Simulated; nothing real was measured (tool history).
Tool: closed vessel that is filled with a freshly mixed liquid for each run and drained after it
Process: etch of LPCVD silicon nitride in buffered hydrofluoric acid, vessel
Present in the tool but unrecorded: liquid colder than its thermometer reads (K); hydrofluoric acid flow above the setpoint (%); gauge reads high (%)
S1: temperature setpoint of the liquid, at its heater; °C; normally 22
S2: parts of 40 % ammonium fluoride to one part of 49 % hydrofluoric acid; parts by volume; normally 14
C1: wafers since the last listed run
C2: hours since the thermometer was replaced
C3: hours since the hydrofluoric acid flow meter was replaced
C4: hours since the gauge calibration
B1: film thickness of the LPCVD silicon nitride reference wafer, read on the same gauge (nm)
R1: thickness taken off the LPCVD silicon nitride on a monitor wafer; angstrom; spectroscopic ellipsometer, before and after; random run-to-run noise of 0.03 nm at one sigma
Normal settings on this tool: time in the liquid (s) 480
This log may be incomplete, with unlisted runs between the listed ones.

run 1 day=0 | S1=22 S2=12.5 time_in_the_liquid_(s)=480 | C1=0 C2=863.6 C3=1045.7 C4=151.1 | B1=50.016 | R1=39.26
run 2 day=0.271 | S1=22 S2=14 time_in_the_liquid_(s)=480 | C1=462 C2=870.1 C3=1052.2 C4=157.6 | B1=49.979 | R1=35.58
run 3 day=0.771 | S1=22 S2=14 time_in_the_liquid_(s)=480 | C1=853 C2=882.1 C3=1064.2 C4=169.6 | B1=50.023 | R1=35.1
run 4 day=1.317 | S1=22 S2=14 time_in_the_liquid_(s)=480 | C1=931 C2=895.2 C3=1077.3 C4=182.7 | B1=50.063 | R1=35.54
run 5 day=1.612 | S1=22 S2=11 time_in_the_liquid_(s)=675 | C1=504 C2=902.3 C3=1084.4 C4=189.8 | B1=49.979 | R1=62.75
run 6 day=1.992 | S1=22 S2=11 time_in_the_liquid_(s)=675 | C1=647 C2=911.4 C3=1093.5 C4=198.9 | B1=49.926 | R1=62.14
run 7 day=2.354 | S1=19.5 S2=18 time_in_the_liquid_(s)=480 | C1=618 C2=920.1 C3=1102.2 C4=207.6 | B1=50.051 | R1=23.67
run 8 day=3.033 | S1=19.5 S2=18 time_in_the_liquid_(s)=480 | C1=1159 C2=936.4 C3=1118.5 C4=223.9 | B1=49.971 | R1=23.63
run 9 day=3.442 | S1=19.5 S2=18 time_in_the_liquid_(s)=480 | C1=697 C2=946.2 C3=1128.3 C4=233.7 | B1=50.005 | R1=23.69
-- day=3.65 hydrofluoric acid flow meter replaced
run 10 day=4.038 | S1=22 S2=14 time_in_the_liquid_(s)=480 | C1=945 C2=960.5 C3=9.3 C4=248 | B1=50.035 | R1=35.13
-- day=4.071 gauge calibrated
run 11 day=4.346 | S1=22 S2=14 time_in_the_liquid_(s)=415 | C1=526 C2=967.9 C3=16.7 C4=6.6 | B1=49.985 | R1=30.06
-- day=5.058 thermometer replaced
run 12 day=6.225 | S1=22 S2=11.5 time_in_the_liquid_(s)=330 | C1=3136 C2=28 C3=61.8 C4=51.7 | B1=50.052 | R1=32.46
run 13 day=6.638 | S1=22 S2=18 time_in_the_liquid_(s)=325 | C1=704 C2=37.9 C3=71.7 C4=61.6 | B1=49.968 | R1=20.57
run 14 day=7 | S1=17.5 S2=17 time_in_the_liquid_(s)=480 | C1=618 C2=46.6 C3=80.4 C4=70.3 | B1=49.948 | R1=24.84
run 15 day=7.417 | S1=17.5 S2=12.5 time_in_the_liquid_(s)=225 | C1=711 C2=56.6 C3=90.4 C4=80.3 | B1=49.972 | R1=15.81
run 16 day=7.967 | S1=27 S2=17.5 time_in_the_liquid_(s)=235 | C1=938 C2=69.8 C3=103.6 C4=93.5 | B1=50.03 | R1=19.75
run 17 day=8.579 | S1=22 S2=14 time_in_the_liquid_(s)=480 | C1=1045 C2=84.5 C3=118.3 C4=108.2 | B1=50.01 | R1=38.43
run 18 day=9.104 | S1=22 S2=14 time_in_the_liquid_(s)=480 | C1=896 C2=97.1 C3=130.9 C4=120.8 | B1=50.031 | R1=38.29
run 19 day=9.396 | S1=22 S2=14 time_in_the_liquid_(s)=480 | C1=497 C2=104.1 C3=137.9 C4=127.8 | B1=50.001 | R1=38.4
run 20 day=9.792 | S1=22 S2=16 time_in_the_liquid_(s)=340 | C1=675 C2=113.6 C3=147.4 C4=137.3 | B1=50.042 | R1=23.4
run 21 day=10.433 | S1=24 S2=14 time_in_the_liquid_(s)=380 | C1=1095 C2=129 C3=162.8 C4=152.7 | B1=50.037 | R1=33.93
run 22 day=10.896 | S1=22 S2=14 time_in_the_liquid_(s)=210 | C1=789 C2=140.1 C3=173.9 C4=163.8 | B1=50.038 | R1=16.5

Hidden state at the last listed run before each entry between runs and at the first one after, where it differs:
Between runs 9 and 10: hydrofluoric acid flow meter replaced (day 3.65)
  liquid colder than its thermometer reads (K): 2.29 -> 2.32
  what was measured, less what the result would be without the hidden state, R1: -3.28 -> -4.85 angstrom
Between runs 10 and 11: gauge calibrated (day 4.071)
  liquid colder than its thermometer reads (K): 2.32 -> 2.34
  what was measured, less what the result would be without the hidden state, R1: -4.85 -> -4.18 angstrom
Between runs 11 and 12: thermometer replaced (day 5.058)
  liquid colder than its thermometer reads (K): 2.34 -> 0.394
  what was measured, less what the result would be without the hidden state, R1: -4.18 -> -0.7 angstrom

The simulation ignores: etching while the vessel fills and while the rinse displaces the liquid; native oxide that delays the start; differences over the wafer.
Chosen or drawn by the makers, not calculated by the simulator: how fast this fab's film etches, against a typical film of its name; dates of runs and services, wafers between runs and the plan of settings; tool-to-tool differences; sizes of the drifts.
